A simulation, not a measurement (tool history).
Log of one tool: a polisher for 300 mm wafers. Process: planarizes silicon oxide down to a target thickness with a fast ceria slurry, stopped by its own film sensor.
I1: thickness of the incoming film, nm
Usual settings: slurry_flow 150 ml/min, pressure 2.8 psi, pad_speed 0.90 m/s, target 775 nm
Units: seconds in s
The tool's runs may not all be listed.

{"run": 1, "hour": 0.0, "slurry_flow": 150, "pressure": 2.8, "pad_speed": 0.9, "target": 775, "I1": 1838.7, "seconds": 68.3}
{"run": 2, "hour": 15.3, "slurry_flow": 150, "pressure": 2.8, "pad_speed": 0.9, "target": 775, "I1": 1873.2, "seconds": 74.6}
{"run": 3, "hour": 34.7, "slurry_flow": 150, "pressure": 2.8, "pad_speed": 0.9, "target": 775, "I1": 1864.6, "seconds": 71.1}
{"run": 4, "hour": 43.8, "slurry_flow": 150, "pressure": 2.8, "pad_speed": 0.9, "target": 775, "I1": 1895.2, "seconds": 74.9}
{"run": 5, "hour": 56.2, "slurry_flow": 150, "pressure": 2.8, "pad_speed": 0.9, "target": 775, "I1": 1873.4, "seconds": 73.3}
{"run": 6, "hour": 70.7, "slurry_flow": 150, "pressure": 2.8, "pad_speed": 0.9, "target": 775, "I1": 1831.2, "seconds": 69.8}
{"run": 7, "hour": 79.3, "slurry_flow": 150, "pressure": 3.5, "pad_speed": 0.8, "target": 775, "I1": 1846.8, "seconds": 62.6}
{"run": 8, "hour": 92.6, "slurry_flow": 150, "pressure": 3.5, "pad_speed": 0.8, "target": 775, "I1": 1862.9, "seconds": 63.2}
{"run": 9, "hour": 138.6, "slurry_flow": 150, "pressure": 3.5, "pad_speed": 0.8, "target": 775, "I1": 1895.1, "seconds": 66.1}
{"run": 10, "hour": 153.5, "slurry_flow": 150, "pressure": 2.8, "pad_speed": 0.9, "target": 775, "I1": 1859.8, "seconds": 73.2}
{"run": 11, "hour": 170.8, "slurry_flow": 150, "pressure": 2.8, "pad_speed": 0.9, "target": 775, "I1": 1908.6, "seconds": 75.2}
{"run": 12, "hour": 186.2, "slurry_flow": 150, "pressure": 2.8, "pad_speed": 0.9, "target": 775, "I1": 1880.5, "seconds": 72.7}
{"run": 13, "hour": 197.1, "slurry_flow": 125, "pressure": 1.9, "pad_speed": 0.9, "target": 635, "I1": 1887.5, "seconds": 123.5}
{"run": 14, "hour": 206.0, "slurry_flow": 170, "pressure": 1.9, "pad_speed": 0.62, "target": 775, "I1": 1846.1, "seconds": 136.5}
{"run": 15, "hour": 220.6, "slurry_flow": 110, "pressure": 3.2, "pad_speed": 1.2, "target": 1111, "I1": 1900.2, "seconds": 38.1}
{"run": 16, "hour": 236.1, "slurry_flow": 150, "pressure": 2.0, "pad_speed": 0.9, "target": 775, "I1": 1894.5, "seconds": 103.4}
{"run": 17, "hour": 246.5, "slurry_flow": 150, "pressure": 2.8, "pad_speed": 0.9, "target": 775, "I1": 1904.8, "seconds": 76.9}
{"run": 18, "hour": 262.0, "slurry_flow": 180, "pressure": 2.8, "pad_speed": 0.9, "target": 775, "I1": 1883.9, "seconds": 73.0}
{"run": 19, "hour": 278.9, "slurry_flow": 200, "pressure": 3.7, "pad_speed": 0.68, "target": 406, "I1": 1881.1, "seconds": 92.7}
{"run": 20, "hour": 290.0, "slurry_flow": 150, "pressure": 2.1, "pad_speed": 1.14, "target": 775, "I1": 1864.2, "seconds": 78.9}
{"run": 21, "hour": 308.0, "slurry_flow": 150, "pressure": 3.6, "pad_speed": 0.9, "target": 775, "I1": 1855.2, "seconds": 58.1}
{"run": 22, "hour": 338.1, "slurry_flow": 150, "pressure": 2.8, "pad_speed": 0.9, "target": 775, "I1": 1850.3, "seconds": 77.4}
{"run": 23, "hour": 344.4, "slurry_flow": 150, "pressure": 2.1, "pad_speed": 0.9, "target": 1019, "I1": 1851.4, "seconds": 78.4}
{"run": 24, "hour": 361.3, "slurry_flow": 170, "pressure": 2.8, "pad_speed": 0.78, "target": 775, "I1": 1898.7, "seconds": 88.8}
{"run": 25, "hour": 373.5, "slurry_flow": 195, "pressure": 2.8, "pad_speed": 0.9, "target": 1026, "I1": 1846.6, "seconds": 56.3}
{"run": 26, "hour": 382.7, "slurry_flow": 150, "pressure": 2.8, "pad_speed": 0.9, "target": 775, "I1": 1908.9, "seconds": 83.0}
{"run": 27, "hour": 398.7, "slurry_flow": 150, "pressure": 2.8, "pad_speed": 0.9, "target": 775, "I1": 1907.3, "seconds": 82.8}
{"run": 28, "hour": 413.2, "slurry_flow": 100, "pressure": 3.5, "pad_speed": 0.9, "target": 435, "I1": 1881.7, "seconds": 91.0}
{"run": 29, "hour": 428.9, "slurry_flow": 150, "pressure": 3.7, "pad_speed": 0.64, "target": 519, "I1": 1879.0, "seconds": 99.9}
{"run": 30, "hour": 438.3, "slurry_flow": 150, "pressure": 2.8, "pad_speed": 0.9, "target": 775, "I1": 1877.8, "seconds": 79.6}
{"run": 31, "hour": 446.8, "slurry_flow": 150, "pressure": 2.8, "pad_speed": 0.9, "target": 775, "I1": 1877.1, "seconds": 77.3}
{"run": 32, "hour": 453.4, "slurry_flow": 150, "pressure": 2.0, "pad_speed": 0.9, "target": 775, "I1": 1863.0, "seconds": 108.1}
{"run": 33, "hour": 470.9, "slurry_flow": 165, "pressure": 2.8, "pad_speed": 0.6, "target": 775, "I1": 1882.2, "seconds": 98.6}
{"run": 34, "hour": 486.6, "slurry_flow": 115, "pressure": 2.5, "pad_speed": 0.9, "target": 775, "I1": 1852.0, "seconds": 80.7}
{"run": 35, "hour": 496.3, "slurry_flow": 165, "pressure": 3.8, "pad_speed": 0.76, "target": 1123, "I1": 1874.2, "seconds": 41.7}
{"run": 36, "hour": 511.4, "slurry_flow": 135, "pressure": 3.5, "pad_speed": 0.6, "target": 1141, "I1": 1844.3, "seconds": 53.5}
{"run": 37, "hour": 546.3, "slurry_flow": 105, "pressure": 2.8, "pad_speed": 1.02, "target": 891, "I1": 1839.8, "seconds": 58.8}

Put back what was entered between runs (7 entries, withheld): which listed runs does each sit between, and how does the hidden state differ from the listed run before to the listed run after?
Runs 2 to 3: worn pad replaced by a new one (hour 34.2)
  slurry flow missing at the pad, %: 9.55 -> 10.5
  measured result minus the result with no hidden state, seconds: +1.0 -> +1.1 s
Runs 6 to 7: head pressure recalibrated (hour 78.8)
  slurry flow missing at the pad, %: 12.4 -> 12.9
  measured result minus the result with no hidden state, seconds: +1.2 -> +1.1 s
Runs 12 to 13: worn pad replaced by a new one (hour 193.7)
  slurry flow missing at the pad, %: 19.7 -> 20.5
  measured result minus the result with no hidden state, seconds: +2.1 -> +4.2 s
Runs 21 to 22: slurry nozzle cleaned (hour 310.7)
  slurry flow missing at the pad, %: 29.2 -> 50.6
  measured result minus the result with no hidden state, seconds: +2.7 -> +7.5 s
Runs 23 to 24: worn pad replaced by a new one (hour 351.9)
  slurry flow missing at the pad, %: 50.6 -> 50.7
  measured result minus the result with no hidden state, seconds: +7.7 -> +8.0 s
Runs 32 to 33: slurry nozzle cleaned, repeated, since the last time left the tool worse (hour 466.2)
  slurry flow missing at the pad, %: 51.8 -> 3.11
  measured result minus the result with no hidden state, seconds: +11.0 -> +0.4 s
Runs 36 to 37: worn pad replaced by a new one (hour 526.2)
  slurry flow missing at the pad, %: 3.23 -> 3.51
  measured result minus the result with no hidden state, seconds: +0.2 -> +0.3 s
